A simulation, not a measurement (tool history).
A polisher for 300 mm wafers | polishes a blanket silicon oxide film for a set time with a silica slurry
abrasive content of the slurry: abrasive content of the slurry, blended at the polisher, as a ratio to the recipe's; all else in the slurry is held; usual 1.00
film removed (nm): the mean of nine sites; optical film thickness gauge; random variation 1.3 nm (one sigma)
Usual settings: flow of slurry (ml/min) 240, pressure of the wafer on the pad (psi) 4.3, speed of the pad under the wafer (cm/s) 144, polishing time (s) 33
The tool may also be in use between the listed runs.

run	hour	flow of slurry (ml/min)	pressure of the wafer on the pad (psi)	speed of the pad under the wafer (cm/s)	abrasive content of the slurry	polishing time (s)	incoming thickness of the incoming film, nm	film removed (nm)
1	0.0	240	4.3	144	1.00	33	1294.6	117.6
2	59.4	240	4.3	144	1.00	33	1278.3	118.2
# hour 76.3: worn pad replaced by a new one
# hour 127.4: slurry blender recalibrated
3	159.6	240	4.3	144	1.00	33	1289.4	120.2
4	219.9	240	4.3	144	1.00	33	1277.1	119.9
# hour 277.5: slurry nozzle cleaned
5	281.3	240	4.3	144	1.00	33	1272.9	119.0
6	323.5	215	4.3	144	1.00	33	1272.2	116.5
7	383.6	215	4.3	144	1.00	33	1290.7	119.3
# hour 397.4: worn pad replaced by a new one
8	425.7	215	4.3	144	1.00	33	1278.6	117.8
# hour 478.0: conditioning disc replaced and pad reconditioned
9	524.4	240	4.3	144	1.00	33	1285.9	121.3
# hour 527.5: slurry blender recalibrated
# hour 588.2: slurry nozzle cleaned
10	604.0	240	4.3	144	1.00	33	1269.2	124.3
11	662.0	240	4.3	144	1.00	33	1279.9	123.8
# hour 696.8: worn pad replaced by a new one
12	734.3	240	4.3	144	1.00	33	1277.8	120.4
13	829.2	240	4.3	144	1.00	33	1293.5	124.4
14	867.5	240	4.3	144	1.00	33	1286.8	125.6
15	914.2	170	4.3	180	1.00	41	1281.8	179.1
# hour 947.3: slurry nozzle cleaned
# hour 954.5: conditioning disc replaced and pad reconditioned
# hour 958.6: slurry blender recalibrated
16	963.0	240	3.8	168	1.00	33	1270.8	129.2
# hour 996.4: head pressure recalibrated
# hour 1001.8: worn pad replaced by a new one
17	1069.7	240	3.8	168	1.00	33	1272.9	117.6
18	1159.1	240	4.3	144	1.00	26	1278.9	92.1
# hour 1235.3: slurry nozzle cleaned
19	1266.0	240	4.3	182	1.25	33	1289.8	147.3
20	1312.4	240	4.3	144	1.00	33	1286.6	116.5
21	1351.0	240	4.3	144	1.00	22	1283.3	79.5
# hour 1359.2: worn pad replaced by a new one
# hour 1392.4: slurry blender recalibrated
22	1409.8	240	4.3	144	1.10	33	1273.7	123.5
# hour 1491.0: conditioning disc replaced and pad reconditioned
23	1491.5	215	4.3	144	1.00	33	1273.5	119.1
# hour 1546.4: slurry nozzle cleaned
24	1569.2	295	3.7	144	1.00	33	1290.0	107.7

Some steps in film removed (nm) between neighbouring runs. How much of each would the tool show without its hidden state too (settings, what came in, random variation), and how much is left for the hidden state, with any gauge scatter that isn't in both results?
The hidden state here: removal rate lost through wear of the pad, %; slurry flow missing at the pad, %; deviation of the head's pressure from its setpoint, %; abrasive missing from the slurry, %; time polished since the conditioner stopped cutting, s.
Run 14 -> 15: flow of slurry (ml/min) 240 -> 170, speed of the pad under the wafer (cm/s) 144 -> 180, polishing time (s) 33 -> 41. film removed (nm) +53.5: hidden state +5.2, all else +48.3.
Run 16 -> 17: head pressure recalibrated, worn pad replaced by a new one. film removed (nm) -11.6: hidden state -11.3, all else -0.3.
Run 18 -> 19: speed of the pad under the wafer (cm/s) 144 -> 182, abrasive content of the slurry 1.00 -> 1.25, polishing time (s) 26 -> 33, slurry nozzle cleaned. film removed (nm) +55.2: hidden state +0.8, all else +54.4.
